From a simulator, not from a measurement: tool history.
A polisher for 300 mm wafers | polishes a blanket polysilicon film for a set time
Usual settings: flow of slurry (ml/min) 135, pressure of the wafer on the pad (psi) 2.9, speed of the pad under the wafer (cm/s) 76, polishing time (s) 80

| run | hour | flow of slurry (ml/min) | pressure of the wafer on the pad (psi) | speed of the pad under the wafer (cm/s) | polishing time (s) | wafers since the last listed run | wafers polished on this pad | hours since the slurry nozzle was cleaned | hours since the head pressure was calibrated | incoming thickness of the incoming film, nm | film removed (nm) |
|---|---|---|---|---|---|---|---|---|---|---|---|
| 1 | 0 | 135 | 2.9 | 76 | 80 | 0 | 374 | 685.3 | 791.3 | 2142.8 | 556.5 |
| 2 | 35.8 | 135 | 2.9 | 76 | 80 | 493 | 868 | 721.1 | 827.1 | 2127.2 | 536.1 |
| 3 | 61.5 | 135 | 2.9 | 76 | 80 | 354 | 1222 | 746.8 | 852.8 | 2142.9 | 529.4 |
| 4 | 93.9 | 135 | 2.9 | 76 | 80 | 446 | 1669 | 779.2 | 885.2 | 2102.9 | 524.2 |
| 5 | 114.3 | 135 | 2.9 | 76 | 80 | 281 | 1950 | 799.6 | 905.6 | 2111.6 | 528.1 |
| 6 | 133.3 | 135 | 2.9 | 76 | 80 | 261 | 2212 | 818.6 | 924.6 | 2118.5 | 528.5 |
|  | 137.6 | worn pad replaced by a new one |
| 7 | 160.9 | 135 | 2.9 | 76 | 80 | 325 | 320 | 846.2 | 952.2 | 2113.6 | 559.8 |
| 8 | 176.1 | 135 | 2.9 | 76 | 80 | 209 | 530 | 861.4 | 967.4 | 2117.7 | 547 |
| 9 | 198.6 | 165 | 2.9 | 76 | 61 | 310 | 840 | 883.9 | 989.9 | 2105.3 | 432.1 |
| 10 | 220.2 | 165 | 2.9 | 76 | 61 | 297 | 1138 | 905.5 | 1011.5 | 2097.4 | 428.2 |
| 11 | 243.6 | 135 | 2.9 | 76 | 80 | 322 | 1461 | 928.9 | 1034.9 | 2108 | 535.1 |
| 12 | 256.1 | 135 | 2.9 | 76 | 80 | 172 | 1633 | 941.4 | 1047.4 | 2125.2 | 537.9 |
| 13 | 276.2 | 135 | 2.9 | 76 | 80 | 277 | 1910 | 961.5 | 1067.5 | 2084.9 | 531.3 |
|  | 278.4 | slurry nozzle cleaned |
|  | 283.5 | worn pad replaced by a new one |
| 14 | 296.7 | 135 | 2.9 | 92 | 80 | 213 | 182 | 18.3 | 1088 | 2128.8 | 674.3 |
|  | 356.2 | head pressure recalibrated |
| 15 | 384.1 | 135 | 2.9 | 92 | 80 | 1177 | 1360 | 105.7 | 27.9 | 2128.6 | 631.8 |
| 16 | 417.3 | 135 | 2.9 | 76 | 80 | 457 | 1817 | 138.9 | 61.1 | 2131.5 | 524.9 |
| 17 | 434.1 | 135 | 2.9 | 76 | 80 | 231 | 2049 | 155.7 | 77.9 | 2102.8 | 528.9 |
| 18 | 446.5 | 135 | 2.9 | 52 | 72 | 170 | 2220 | 168.1 | 90.3 | 2117.7 | 320.9 |
|  | 460.5 | worn pad replaced by a new one |
| 19 | 463.5 | 135 | 2.9 | 76 | 80 | 179 | 41 | 185.1 | 107.3 | 2119.5 | 568.5 |
| 20 | 479.3 | 105 | 2.4 | 60 | 52 | 217 | 259 | 200.9 | 123.1 | 2104.7 | 235.9 |
| 21 | 506.9 | 135 | 2.6 | 76 | 92 | 380 | 640 | 228.5 | 150.7 | 2147.9 | 570 |
| 22 | 536.1 | 135 | 2.9 | 76 | 80 | 402 | 1042 | 257.7 | 179.9 | 2143.3 | 553.3 |
| 23 | 555.5 | 165 | 2.9 | 90 | 92 | 267 | 1310 | 277.1 | 199.3 | 2144.3 | 745.1 |
| 24 | 571.6 | 135 | 2.9 | 84 | 101 | 221 | 1532 | 293.2 | 215.4 | 2123.5 | 741.9 |
| 25 | 602.4 | 100 | 2.9 | 76 | 100 | 424 | 1957 | 324 | 246.2 | 2094.9 | 607.5 |
| 26 | 614.8 | 135 | 2.9 | 76 | 80 | 170 | 2128 | 336.4 | 258.6 | 2120.6 | 528.5 |
|  | 626.6 | worn pad replaced by a new one |
| 27 | 644.9 | 160 | 2.9 | 68 | 80 | 359 | 252 | 366.5 | 288.7 | 2089.9 | 525.2 |
| 28 | 658.1 | 135 | 2.9 | 76 | 96 | 182 | 434 | 379.7 | 301.9 | 2116.5 | 664.9 |
| 29 | 678.2 | 135 | 2.9 | 76 | 80 | 277 | 711 | 399.8 | 322 | 2092.4 | 533.6 |
| 30 | 700.3 | 135 | 2 | 54 | 108 | 304 | 1015 | 421.9 | 344.1 | 2136.1 | 386 |
| 31 | 731.4 | 120 | 3.8 | 86 | 80 | 428 | 1444 | 453 | 375.2 | 2096.3 | 709.6 |
| 32 | 757.7 | 90 | 3.2 | 76 | 80 | 362 | 1807 | 479.3 | 401.5 | 2096 | 510.9 |
| 33 | 780.5 | 135 | 2.2 | 94 | 72 | 314 | 2121 | 502.1 | 424.3 | 2113 | 473.1 |
|  | 802.7 | worn pad replaced by a new one |
| 34 | 816.4 | 135 | 2.9 | 76 | 80 | 439 | 189 | 538 | 460.2 | 2137.9 | 567 |

Forecast each of these 3 alternatives for the next run:
| A | 816.8 | 165 | 2.9 | 76 | 80 | 5 | 194 | 538.4 | 460.6 | 2125.5 | ? |
| B | 816.8 | 115 | 3.3 | 62 | 55 | 5 | 194 | 538.4 | 460.6 | 2125.5 | ? |
| C | 816.8 | 135 | 2.9 | 94 | 57 | 5 | 194 | 538.4 | 460.6 | 2125.5 | ? |

| run | film removed (nm) |
|---|---|
| A | 557.5 |
| B | 321 |
| C | 473.1 |
Without the tool's hidden state the same runs would have given:
| run | film removed (nm) |
|---|---|
| A | 580.2 |
| B | 334 |
| C | 492.3 |

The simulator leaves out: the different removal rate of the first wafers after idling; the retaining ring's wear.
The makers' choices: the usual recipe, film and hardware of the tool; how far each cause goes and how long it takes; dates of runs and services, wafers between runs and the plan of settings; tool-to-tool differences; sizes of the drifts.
